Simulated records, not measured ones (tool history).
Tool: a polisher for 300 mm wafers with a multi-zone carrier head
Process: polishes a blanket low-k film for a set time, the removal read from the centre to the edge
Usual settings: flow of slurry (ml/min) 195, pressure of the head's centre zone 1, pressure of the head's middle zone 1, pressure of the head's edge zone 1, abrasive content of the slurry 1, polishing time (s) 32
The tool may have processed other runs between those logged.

| run | hour | flow of slurry (ml/min) | pressure of the head's centre zone | pressure of the head's middle zone | pressure of the head's edge zone | abrasive content of the slurry | polishing time (s) | wafers since the last listed run | wafers polished on this pad | hours since the slurry nozzle was cleaned | hours since the centre zone pressure was calibrated | hours since the edge zone pressure was calibrated | hours since the carrier head's membrane was replaced | incoming thickness of the incoming film, nm | film removed at the wafer's centre (Å) | film removed at mid-radius (Å) | film removed at the wafer's edge (Å) |
|---|---|---|---|---|---|---|---|---|---|---|---|---|---|---|---|---|---|
| 1 | 0 | 195 | 1 | 1 | 1 | 0.8 | 32 | 0 | 128 | 165.4 | 836.6 | 897 | 1242.9 | 599.4 | 67 | 74 | 74 |
| 2 | 7.8 | 195 | 1 | 1 | 1 | 1 | 32 | 132 | 261 | 173.2 | 844.4 | 904.8 | 1250.7 | 604.4 | 77 | 84 | 84 |
| 3 | 20.2 | 195 | 1 | 1 | 1 | 1 | 32 | 211 | 472 | 185.6 | 856.8 | 917.2 | 1263.1 | 590.6 | 76 | 86 | 83 |
|  | 32.3 | worn pad replaced by a new one |
| 4 | 34.5 | 195 | 1.07 | 0.96 | 1 | 1 | 32 | 175 | 38 | 199.9 | 871.1 | 931.5 | 1277.4 | 599.1 | 81 | 83 | 83 |
| 5 | 44.6 | 195 | 1.07 | 0.96 | 1 | 1 | 32 | 171 | 209 | 210 | 881.2 | 941.6 | 1287.5 | 602.2 | 80 | 82 | 82 |
| 6 | 56 | 195 | 1.07 | 0.96 | 1 | 1 | 32 | 193 | 403 | 221.4 | 892.6 | 953 | 1298.9 | 601.9 | 81 | 82 | 84 |
| 7 | 64.4 | 195 | 1 | 1 | 0.97 | 1 | 32 | 142 | 546 | 229.8 | 901 | 961.4 | 1307.3 | 609.7 | 75 | 85 | 83 |
|  | 80.2 | worn pad replaced by a new one |
|  | 81.2 | centre zone pressure recalibrated |
| 8 | 81.7 | 195 | 1 | 1 | 0.97 | 1 | 32 | 210 | 9 | 247.1 | 0.5 | 978.7 | 1324.6 | 601.2 | 83 | 85 | 82 |
|  | 85.8 | edge zone pressure recalibrated |
| 9 | 89.8 | 195 | 1 | 1 | 0.97 | 1 | 32 | 103 | 112 | 255.2 | 8.6 | 4 | 1332.7 | 593.5 | 84 | 84 | 82 |
| 10 | 105.4 | 150 | 1 | 1.07 | 1 | 1 | 32 | 265 | 378 | 270.8 | 24.2 | 19.6 | 1348.3 | 599.6 | 80 | 85 | 81 |
| 11 | 111.8 | 195 | 1 | 0.88 | 0.89 | 1 | 28 | 108 | 487 | 277.2 | 30.6 | 26 | 1354.7 | 602.1 | 74 | 68 | 69 |
|  | 123.7 | worn pad replaced by a new one |
| 12 | 125.1 | 150 | 1 | 1 | 0.93 | 0.8 | 35 | 158 | 23 | 290.5 | 43.9 | 39.3 | 1368 | 599.8 | 76 | 80 | 75 |
| 13 | 135.5 | 195 | 1 | 1 | 1 | 1 | 37 | 176 | 200 | 300.9 | 54.3 | 49.7 | 1378.4 | 602.9 | 98 | 101 | 95 |
|  | 147.1 | carrier head's membrane replaced by a new one |
| 14 | 147.6 | 145 | 1 | 0.94 | 0.96 | 0.7 | 32 | 120 | 321 | 313 | 66.4 | 61.8 | 0.5 | 595.2 | 63 | 63 | 63 |
| 15 | 150.6 | 195 | 1.11 | 1 | 1 | 1 | 35 | 51 | 372 | 316 | 69.4 | 64.8 | 3.5 | 607.2 | 100 | 93 | 90 |
|  | 157.9 | slurry nozzle cleaned |
|  | 161.4 | worn pad replaced by a new one |
| 16 | 166.5 | 130 | 1.03 | 1 | 1 | 1 | 32 | 193 | 86 | 8.6 | 85.3 | 80.7 | 19.4 | 599.1 | 79 | 78 | 80 |
| 17 | 173.1 | 195 | 1 | 1 | 1 | 1 | 32 | 112 | 198 | 15.2 | 91.9 | 87.3 | 26 | 605.3 | 85 | 85 | 83 |
| 18 | 188.2 | 160 | 1 | 1 | 1 | 0.85 | 28 | 256 | 455 | 30.3 | 107 | 102.4 | 41.1 | 603.8 | 64 | 67 | 64 |
|  | 201.2 | worn pad replaced by a new one |
| 19 | 205.1 | 195 | 1 | 1 | 0.97 | 1 | 32 | 219 | 65 | 47.2 | 123.9 | 119.3 | 58 | 598.4 | 84 | 86 | 82 |

Measured less the same run without the tool's hidden state. The same run-to-run variation is in both; the gauge's scatter may not be:
Hidden state present: removal rate lost through wear of the pad, %; slurry flow missing at the pad, %; deviation of the centre zone's pressure from its setpoint, %; deviation of the edge zone's pressure from its setpoint, %.
| run | film removed at the wafer's centre (Å) |
|---|---|
| 1 | -8 |
| 2 | -8 |
| 3 | -9 |
| 4 | -9 |
| 5 | -9 |
| 6 | -10 |
| 7 | -9 |
| 8 | -1 |
| 9 | -1 |
| 10 | -1 |
| 11 | +0 |
| 12 | -1 |
| 13 | +0 |
| 14 | -1 |
| 15 | +0 |
| 16 | +0 |
| 17 | -1 |
| 18 | +0 |
| 19 | +0 |
film removed at mid-radius (Å): the difference is 0 for every run.
film removed at the wafer's edge (Å): the difference is 0 for every run.

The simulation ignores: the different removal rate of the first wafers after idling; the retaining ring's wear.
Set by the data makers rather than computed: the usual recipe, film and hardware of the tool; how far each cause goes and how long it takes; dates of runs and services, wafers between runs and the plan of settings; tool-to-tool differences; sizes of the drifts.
